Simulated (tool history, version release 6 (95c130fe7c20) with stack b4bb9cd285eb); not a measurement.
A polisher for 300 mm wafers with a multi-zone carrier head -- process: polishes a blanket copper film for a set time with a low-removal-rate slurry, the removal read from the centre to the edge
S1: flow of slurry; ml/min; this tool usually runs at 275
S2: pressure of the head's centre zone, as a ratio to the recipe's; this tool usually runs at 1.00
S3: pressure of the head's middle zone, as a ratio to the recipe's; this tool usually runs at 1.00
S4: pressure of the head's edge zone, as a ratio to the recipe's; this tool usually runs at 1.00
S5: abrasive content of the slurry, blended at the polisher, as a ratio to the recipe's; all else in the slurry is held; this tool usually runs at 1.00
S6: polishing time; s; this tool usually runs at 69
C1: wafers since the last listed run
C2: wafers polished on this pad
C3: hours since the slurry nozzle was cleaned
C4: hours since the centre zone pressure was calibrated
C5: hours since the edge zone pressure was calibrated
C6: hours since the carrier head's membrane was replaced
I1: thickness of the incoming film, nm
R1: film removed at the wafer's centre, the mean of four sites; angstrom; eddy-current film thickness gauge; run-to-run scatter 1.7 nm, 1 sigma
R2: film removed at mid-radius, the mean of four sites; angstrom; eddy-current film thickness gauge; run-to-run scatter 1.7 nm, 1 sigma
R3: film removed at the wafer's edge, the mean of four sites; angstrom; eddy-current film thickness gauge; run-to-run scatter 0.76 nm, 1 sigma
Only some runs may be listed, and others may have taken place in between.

run 1 hour=0.0 | S1=275 S2=1.00 S3=1.00 S4=1.00 S5=1.05 S6=69 | C1=0 C2=1116 C3=737.0 C4=363.7 C5=1267.3 C6=451.3 | I1=976.5 | R1=1416 R2=1332 R3=1278
-- hour=8.2 worn pad replaced by a new one
run 2 hour=8.7 | S1=275 S2=1.00 S3=1.00 S4=1.00 S5=1.05 S6=69 | C1=27 C2=3 C3=745.7 C4=372.4 C5=1276.0 C6=460.0 | I1=974.9 | R1=1444 R2=1320 R3=1262
run 3 hour=21.7 | S1=275 S2=1.00 S3=1.00 S4=1.00 S5=1.00 S6=69 | C1=75 C2=79 C3=758.7 C4=385.4 C5=1289.0 C6=473.0 | I1=954.1 | R1=1412 R2=1318 R3=1285
run 4 hour=30.9 | S1=275 S2=1.00 S3=1.00 S4=1.00 S5=1.00 S6=69 | C1=53 C2=132 C3=767.9 C4=394.6 C5=1298.2 C6=482.2 | I1=969.4 | R1=1452 R2=1317 R3=1271
run 5 hour=41.4 | S1=275 S2=1.00 S3=1.00 S4=1.00 S5=1.00 S6=69 | C1=61 C2=194 C3=778.4 C4=405.1 C5=1308.7 C6=492.7 | I1=963.1 | R1=1442 R2=1321 R3=1274
run 6 hour=50.0 | S1=275 S2=1.00 S3=1.00 S4=1.00 S5=1.00 S6=69 | C1=50 C2=244 C3=787.0 C4=413.7 C5=1317.3 C6=501.3 | I1=981.4 | R1=1461 R2=1313 R3=1275
-- hour=54.5 centre zone pressure recalibrated
run 7 hour=63.0 | S1=275 S2=1.00 S3=1.00 S4=1.10 S5=0.85 S6=69 | C1=64 C2=308 C3=800.0 C4=8.5 C5=1330.3 C6=514.3 | I1=976.5 | R1=1093 R2=1297 R3=1273
-- hour=76.4 carrier head's membrane replaced by a new one
run 8 hour=76.9 | S1=275 S2=1.00 S3=1.00 S4=1.00 S5=1.00 S6=69 | C1=51 C2=360 C3=813.9 C4=22.4 C5=1344.2 C6=0.5 | I1=970.4 | R1=1110 R2=1332 R3=1252
-- hour=87.7 slurry nozzle cleaned
run 9 hour=91.0 | S1=275 S2=1.07 S3=1.00 S4=1.00 S5=1.00 S6=69 | C1=76 C2=437 C3=3.3 C4=36.5 C5=1358.3 C6=14.6 | I1=972.9 | R1=1212 R2=1324 R3=1252
run 10 hour=99.8 | S1=250 S2=1.00 S3=1.00 S4=1.00 S5=0.90 S6=85 | C1=51 C2=488 C3=12.1 C4=45.3 C5=1367.1 C6=23.4 | I1=960.2 | R1=1350 R2=1560 R3=1524
run 11 hour=117.0 | S1=275 S2=1.00 S3=1.08 S4=1.09 S5=1.15 S6=69 | C1=100 C2=588 C3=29.3 C4=62.5 C5=1384.3 C6=40.6 | I1=964.4 | R1=1154 R2=1444 R3=1333
run 12 hour=125.0 | S1=275 S2=1.00 S3=1.00 S4=1.00 S5=1.00 S6=69 | C1=46 C2=635 C3=37.3 C4=70.5 C5=1392.3 C6=48.6 | I1=958.8 | R1=1144 R2=1325 R3=1256
-- hour=136.3 centre zone pressure recalibrated, repeated, since the last time left the tool worse
run 13 hour=137.0 | S1=275 S2=1.00 S3=1.00 S4=1.00 S5=1.00 S6=69 | C1=58 C2=694 C3=49.3 C4=0.7 C5=1404.3 C6=60.6 | I1=972.8 | R1=1341 R2=1302 R3=1278
run 14 hour=147.1 | S1=275 S2=1.00 S3=0.93 S4=1.00 S5=1.00 S6=69 | C1=58 C2=753 C3=59.4 C4=10.8 C5=1414.4 C6=70.7 | I1=972.7 | R1=1372 R2=1257 R3=1272
run 15 hour=156.4 | S1=275 S2=1.10 S3=0.96 S4=1.00 S5=1.30 S6=69 | C1=54 C2=807 C3=68.7 C4=20.1 C5=1423.7 C6=80.0 | I1=980.2 | R1=1558 R2=1314 R3=1331
-- hour=158.9 edge zone pressure recalibrated
-- hour=171.9 worn pad replaced by a new one
run 16 hour=173.3 | S1=330 S2=0.91 S3=0.94 S4=1.00 S5=1.00 S6=69 | C1=63 C2=8 C3=85.6 C4=37.0 C5=14.4 C6=96.9 | I1=968.0 | R1=1256 R2=1300 R3=1295
run 17 hour=187.8 | S1=275 S2=1.00 S3=0.90 S4=1.11 S5=0.80 S6=69 | C1=84 C2=92 C3=100.1 C4=51.5 C5=28.9 C6=111.4 | I1=980.2 | R1=1325 R2=1160 R3=1268
run 18 hour=202.6 | S1=320 S2=0.92 S3=1.00 S4=1.00 S5=1.00 S6=69 | C1=86 C2=179 C3=114.9 C4=66.3 C5=43.7 C6=126.2 | I1=989.7 | R1=1301 R2=1337 R3=1272
run 19 hour=211.4 | S1=190 S2=1.00 S3=1.00 S4=1.00 S5=1.00 S6=69 | C1=51 C2=230 C3=123.7 C4=75.1 C5=52.5 C6=135.0 | I1=973.9 | R1=1307 R2=1240 R3=1222
run 20 hour=234.3 | S1=335 S2=1.00 S3=1.00 S4=1.00 S5=1.00 S6=69 | C1=133 C2=364 C3=146.6 C4=98.0 C5=75.4 C6=157.9 | I1=966.9 | R1=1378 R2=1355 R3=1287
run 21 hour=243.6 | S1=275 S2=1.00 S3=0.96 S4=1.00 S5=1.00 S6=69 | C1=54 C2=418 C3=155.9 C4=107.3 C5=84.7 C6=167.2 | I1=965.0 | R1=1379 R2=1299 R3=1263

Predict each of these 4 candidate next runs independently; none follows another, all start after run 21:
run A hour=244.0 | S1=275 S2=1.00 S3=1.00 S4=1.06 S5=1.00 S6=69 | C1=2 C2=421 C3=156.3 C4=107.7 C5=85.1 C6=167.6 | I1=954.3 | R1=? R2=? R3=?
run B hour=244.0 | S1=325 S2=0.91 S3=1.00 S4=1.00 S5=0.85 S6=76 | C1=2 C2=421 C3=156.3 C4=107.7 C5=85.1 C6=167.6 | I1=954.3 | R1=? R2=? R3=?
run C hour=244.0 | S1=275 S2=1.00 S3=1.00 S4=1.00 S5=0.85 S6=77 | C1=2 C2=421 C3=156.3 C4=107.7 C5=85.1 C6=167.6 | I1=954.3 | R1=? R2=? R3=?
run D hour=244.0 | S1=275 S2=0.96 S3=0.94 S4=1.11 S5=1.00 S6=79 | C1=2 C2=421 C3=156.3 C4=107.7 C5=85.1 C6=167.6 | I1=954.3 | R1=? R2=? R3=?

run=A R1=1343 R2=1312 R3=1283
run=B R1=1338 R2=1436 R3=1370
run=C R1=1463 R2=1429 R3=1370
run=D R1=1475 R2=1427 R3=1493
The same runs, with their run-to-run variation unchanged, on a tool lacking any hidden condition would have given:
run=A R1=1295 R2=1312 R3=1283
run=B R1=1290 R2=1436 R3=1370
run=C R1=1411 R2=1430 R3=1370
run=D R1=1423 R2=1427 R3=1493
